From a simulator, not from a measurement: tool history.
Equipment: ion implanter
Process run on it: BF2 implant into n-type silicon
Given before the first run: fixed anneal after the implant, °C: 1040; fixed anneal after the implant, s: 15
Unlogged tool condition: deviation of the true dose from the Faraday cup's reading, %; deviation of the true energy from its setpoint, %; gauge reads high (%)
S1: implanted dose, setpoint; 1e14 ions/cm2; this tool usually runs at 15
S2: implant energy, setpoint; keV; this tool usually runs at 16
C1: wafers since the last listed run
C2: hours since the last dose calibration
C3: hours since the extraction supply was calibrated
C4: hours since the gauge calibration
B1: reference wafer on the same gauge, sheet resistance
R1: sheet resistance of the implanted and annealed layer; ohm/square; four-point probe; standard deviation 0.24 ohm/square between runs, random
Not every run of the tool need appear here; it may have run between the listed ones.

run,hour,S1,S2,C1,C2,C3,C4,B1,R1
1,0,15,17.5,0,14.2,6190.9,725.6,136.96,158.5
2,57.6,15,17.5,1402,71.8,6248.5,783.2,137.06,159.19
3,120.9,13.23,18,1541,135.1,6311.8,846.5,137.1,163.19
4,190.8,13.23,18,1702,205,6381.7,916.4,137.06,163.08
5,215.3,13.23,18,596,229.5,6406.2,940.9,137.07,163.66
6,272.7,15,16,1397,286.9,6463.6,998.3,137.02,164.22
7,306.2,15,16,815,320.4,6497.1,1031.8,137.02,164.05
8,339,15,16,798,353.2,6529.9,1064.6,137,164.72
9,407.8,15,16,1675,422,6598.7,1133.4,136.98,164.25
10,466.6,15,16,1431,480.8,6657.5,1192.2,137.12,164.34
# hour 481.3: extraction supply calibrated
11,507.7,15,16,806,521.9,26.4,1233.3,136.99,164.99
12,549.7,15,16,1022,563.9,68.4,1275.3,137.08,164.77
13,606.1,15,16,1373,620.3,124.8,1331.7,136.99,165.12
14,641.2,15,16,854,655.4,159.9,1366.8,136.95,164.92
15,697.1,19.24,12,1361,711.3,215.8,1422.7,137.04,171.26
16,726.2,11.67,19,708,740.4,244.9,1451.8,137.09,169.57
# hour 731.8: gauge calibrated
17,755.9,16.86,12.5,723,770.1,274.6,24.1,136.98,173.14
18,823.7,15,16,1651,837.9,342.4,91.9,136.91,165.23
19,853.1,16.8,18,715,867.3,371.8,121.3,137.06,154.61
20,965.6,15,14.5,2739,979.8,484.3,233.8,136.97,169.62
21,1014.8,16.35,13,1198,1029,533.5,283,137.02,172.39
# hour 1027.9: Faraday cup replaced and dose calibrated
22,1067.8,15,16,1095,39.9,586.5,336,137,163.29
23,1116.1,15,16,1176,88.2,634.8,384.3,137.02,163.42
24,1267.2,12.42,16,3679,239.3,785.9,535.4,137.1,172.96
25,1297.9,16.83,20,747,270,816.6,566.1,137.06,148.42
26,1330.1,15,16,784,302.2,848.8,598.3,137.03,163.94

What will run 27 give?
27,1376.7,11.74,16,1134,348.8,895.4,644.9,?,?

B1: 137.07
R1: 176.22 ohm/square
Had the tool carried no hidden state, the very same run would have given R1 174.26 ohm/square.

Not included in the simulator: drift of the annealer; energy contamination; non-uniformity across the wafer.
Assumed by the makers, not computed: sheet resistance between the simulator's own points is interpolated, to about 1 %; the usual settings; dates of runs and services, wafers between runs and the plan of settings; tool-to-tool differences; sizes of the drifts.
